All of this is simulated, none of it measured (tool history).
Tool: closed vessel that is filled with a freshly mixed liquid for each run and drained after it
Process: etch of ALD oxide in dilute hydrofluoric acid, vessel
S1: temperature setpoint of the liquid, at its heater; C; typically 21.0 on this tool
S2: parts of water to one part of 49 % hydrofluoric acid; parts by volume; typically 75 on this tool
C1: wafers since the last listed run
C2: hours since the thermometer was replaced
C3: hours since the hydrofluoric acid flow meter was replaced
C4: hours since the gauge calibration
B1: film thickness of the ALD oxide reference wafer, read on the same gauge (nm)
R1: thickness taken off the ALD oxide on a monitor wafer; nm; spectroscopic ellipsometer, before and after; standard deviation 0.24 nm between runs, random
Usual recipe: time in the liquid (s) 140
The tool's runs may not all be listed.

{"run": 1, "hour": 0.0, "S1": 17.0, "S2": 45, "time in the liquid (s)": 140, "C1": 0, "C2": 763.1, "C3": 1784.4, "C4": 155.0, "B1": 59.99, "R1": 59.67}
{"run": 2, "hour": 10.0, "S1": 17.0, "S2": 45, "time in the liquid (s)": 140, "C1": 1041, "C2": 773.1, "C3": 1794.4, "C4": 165.0, "B1": 59.99, "R1": 60.48}
{"run": 3, "hour": 16.3, "S1": 17.0, "S2": 45, "time in the liquid (s)": 140, "C1": 655, "C2": 779.4, "C3": 1800.7, "C4": 171.3, "B1": 60.01, "R1": 60.61}
{"run": 4, "hour": 22.3, "S1": 21.0, "S2": 75, "time in the liquid (s)": 75, "C1": 624, "C2": 785.4, "C3": 1806.7, "C4": 177.3, "B1": 59.99, "R1": 22.14}
{"run": 5, "hour": 33.3, "S1": 21.0, "S2": 75, "time in the liquid (s)": 75, "C1": 1145, "C2": 796.4, "C3": 1817.7, "C4": 188.3, "B1": 60.04, "R1": 22.12}
{"run": 6, "hour": 42.1, "S1": 21.0, "S2": 105, "time in the liquid (s)": 140, "C1": 916, "C2": 805.2, "C3": 1826.5, "C4": 197.1, "B1": 60.0, "R1": 28.29}
{"run": 7, "hour": 76.4, "S1": 21.0, "S2": 105, "time in the liquid (s)": 140, "C1": 3571, "C2": 839.5, "C3": 1860.8, "C4": 231.4, "B1": 59.96, "R1": 28.79}
{"run": 8, "hour": 94.4, "S1": 21.0, "S2": 105, "time in the liquid (s)": 140, "C1": 1874, "C2": 857.5, "C3": 1878.8, "C4": 249.4, "B1": 59.99, "R1": 28.57}
{"run": 9, "hour": 101.2, "S1": 21.0, "S2": 65, "time in the liquid (s)": 140, "C1": 707, "C2": 864.3, "C3": 1885.6, "C4": 256.2, "B1": 60.0, "R1": 48.95}
{"run": 10, "hour": 115.0, "S1": 21.0, "S2": 65, "time in the liquid (s)": 140, "C1": 1436, "C2": 878.1, "C3": 1899.4, "C4": 270.0, "B1": 60.02, "R1": 49.22}
{"hour": 121.0, "done": "gauge calibrated"}
{"hour": 127.6, "done": "thermometer replaced"}
{"run": 11, "hour": 129.5, "S1": 21.0, "S2": 65, "time in the liquid (s)": 140, "C1": 1405, "C2": 1.9, "C3": 1913.9, "C4": 8.5, "B1": 60.02, "R1": 43.76}
{"run": 12, "hour": 140.5, "S1": 21.0, "S2": 75, "time in the liquid (s)": 90, "C1": 1145, "C2": 12.9, "C3": 1924.9, "C4": 19.5, "B1": 60.0, "R1": 24.04}
{"run": 13, "hour": 147.8, "S1": 21.0, "S2": 75, "time in the liquid (s)": 140, "C1": 760, "C2": 20.2, "C3": 1932.2, "C4": 26.8, "B1": 59.99, "R1": 36.89}
{"run": 14, "hour": 161.0, "S1": 21.0, "S2": 75, "time in the liquid (s)": 140, "C1": 1374, "C2": 33.4, "C3": 1945.4, "C4": 40.0, "B1": 59.99, "R1": 36.93}
{"run": 15, "hour": 170.3, "S1": 17.5, "S2": 90, "time in the liquid (s)": 105, "C1": 968, "C2": 42.7, "C3": 1954.7, "C4": 49.3, "B1": 60.01, "R1": 19.76}
{"run": 16, "hour": 179.5, "S1": 17.0, "S2": 75, "time in the liquid (s)": 75, "C1": 957, "C2": 51.9, "C3": 1963.9, "C4": 58.5, "B1": 60.03, "R1": 16.99}
{"run": 17, "hour": 195.2, "S1": 25.0, "S2": 100, "time in the liquid (s)": 115, "C1": 1634, "C2": 67.6, "C3": 1979.6, "C4": 74.2, "B1": 59.99, "R1": 26.37}
{"run": 18, "hour": 206.9, "S1": 21.0, "S2": 65, "time in the liquid (s)": 140, "C1": 1218, "C2": 79.3, "C3": 1991.3, "C4": 85.9, "B1": 59.99, "R1": 43.48}
{"run": 19, "hour": 224.7, "S1": 21.0, "S2": 75, "time in the liquid (s)": 140, "C1": 1853, "C2": 97.1, "C3": 2009.1, "C4": 103.7, "B1": 60.01, "R1": 37.61}
{"hour": 233.1, "done": "hydrofluoric acid flow meter replaced"}
{"run": 20, "hour": 241.4, "S1": 21.0, "S2": 75, "time in the liquid (s)": 140, "C1": 1634, "C2": 113.8, "C3": 8.3, "C4": 120.4, "B1": 59.99, "R1": 37.24}
{"run": 21, "hour": 254.0, "S1": 25.5, "S2": 105, "time in the liquid (s)": 140, "C1": 1311, "C2": 126.4, "C3": 20.9, "C4": 133.0, "B1": 59.97, "R1": 30.97}
{"run": 22, "hour": 271.3, "S1": 17.5, "S2": 95, "time in the liquid (s)": 65, "C1": 1801, "C2": 143.7, "C3": 38.2, "C4": 150.3, "B1": 60.02, "R1": 11.68}
{"run": 23, "hour": 284.2, "S1": 22.5, "S2": 60, "time in the liquid (s)": 140, "C1": 1343, "C2": 156.6, "C3": 51.1, "C4": 163.2, "B1": 60.01, "R1": 50.95}
{"run": 24, "hour": 293.9, "S1": 21.0, "S2": 75, "time in the liquid (s)": 85, "C1": 1009, "C2": 166.3, "C3": 60.8, "C4": 172.9, "B1": 60.01, "R1": 23.13}
{"run": 25, "hour": 307.4, "S1": 24.5, "S2": 75, "time in the liquid (s)": 140, "C1": 1405, "C2": 179.8, "C3": 74.3, "C4": 186.4, "B1": 59.99, "R1": 43.72}

The logged runs with the hidden state left out (each run's random variation unchanged):
Hidden conditions of the tool in this case: liquid hotter than its thermometer reads (K); hydrofluoric acid flow above the setpoint (%); gauge reads high (%).
run=1 R1=53.53
run=2 R1=54.20
run=3 R1=54.27
run=4 R1=19.93
run=5 R1=19.89
run=6 R1=25.46
run=7 R1=25.82
run=8 R1=25.56
run=9 R1=43.63
run=10 R1=43.80
run=11 R1=43.63
run=12 R1=23.94
run=13 R1=36.71
run=14 R1=36.69
run=15 R1=19.60
run=16 R1=16.84
run=17 R1=26.10
run=18 R1=42.96
run=19 R1=37.09
run=20 R1=36.66
run=21 R1=30.47
run=22 R1=11.45
run=23 R1=49.91
run=24 R1=22.63
run=25 R1=42.73
